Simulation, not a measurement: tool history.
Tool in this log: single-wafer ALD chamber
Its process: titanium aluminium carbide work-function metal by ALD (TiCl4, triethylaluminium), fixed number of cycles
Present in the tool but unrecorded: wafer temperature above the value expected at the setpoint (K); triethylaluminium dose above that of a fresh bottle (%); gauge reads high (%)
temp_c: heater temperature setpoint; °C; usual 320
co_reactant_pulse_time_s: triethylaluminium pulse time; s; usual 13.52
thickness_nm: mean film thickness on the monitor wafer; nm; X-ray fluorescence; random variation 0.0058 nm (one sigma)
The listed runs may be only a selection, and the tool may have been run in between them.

| run | day | temp_c | co_reactant_pulse_time_s | wafers since the last listed run | hours since the last thermocouple change | hours since the last triethylaluminium bottle change | hours since the showerhead was replaced | hours since the gauge calibration | read-back reference wafer on the same gauge, thickness_nm | thickness_nm |
|---|---|---|---|---|---|---|---|---|---|---|
| 1 | 0 | 320 | 13.52 | 0 | 1078.2 | 1702.6 | 4942.5 | 136.6 | 2.211 | 2.254 |
| 2 | 1.454 | 320 | 13.52 | 246 | 1113.1 | 1737.5 | 4977.4 | 171.5 | 2.208 | 2.249 |
| 3 | 2.188 | 320 | 13.52 | 124 | 1130.7 | 1755.1 | 4995 | 189.1 | 2.21 | 2.261 |
| 4 | 3.583 | 320 | 13.52 | 236 | 1164.2 | 1788.6 | 5028.5 | 222.6 | 2.209 | 2.24 |
| 5 | 4.667 | 320 | 13.52 | 183 | 1190.2 | 1814.6 | 5054.5 | 248.6 | 2.21 | 2.236 |
| 6 | 6.788 | 320 | 13.52 | 359 | 1241.1 | 1865.5 | 5105.4 | 299.5 | 2.211 | 2.221 |
| 7 | 7.412 | 327 | 16.97 | 105 | 1256.1 | 1880.5 | 5120.4 | 314.5 | 2.209 | 2.401 |
| 8 | 8.746 | 320 | 13.52 | 226 | 1288.1 | 1912.5 | 5152.4 | 346.5 | 2.211 | 2.216 |
| 9 | 9.929 | 320 | 13.52 | 200 | 1316.5 | 1940.9 | 5180.8 | 374.9 | 2.209 | 2.201 |
| 10 | 11.358 | 320 | 13.52 | 242 | 1350.8 | 1975.2 | 5215.1 | 409.2 | 2.21 | 2.196 |
| 11 | 12.242 | 320 | 13.52 | 149 | 1372 | 1996.4 | 5236.3 | 430.4 | 2.21 | 2.179 |
| 12 | 12.808 | 320 | 13.52 | 96 | 1385.6 | 2010 | 5249.9 | 444 | 2.211 | 2.186 |
| 13 | 14.012 | 329 | 13.52 | 204 | 1414.5 | 2038.9 | 5278.8 | 472.9 | 2.21 | 2.236 |

Predict the results of run 14:
| 14 | 15.4 | 320 | 13.52 | 235 | 1447.8 | 2072.2 | 5312.1 | 506.2 | ? | ? |

{"run 14": {"read-back reference wafer on the same gauge, thickness_nm": 2.207, "thickness_nm": 2.152}}
The same run, on a tool lacking any hidden state, would have yielded thickness_nm 2.332 nm.
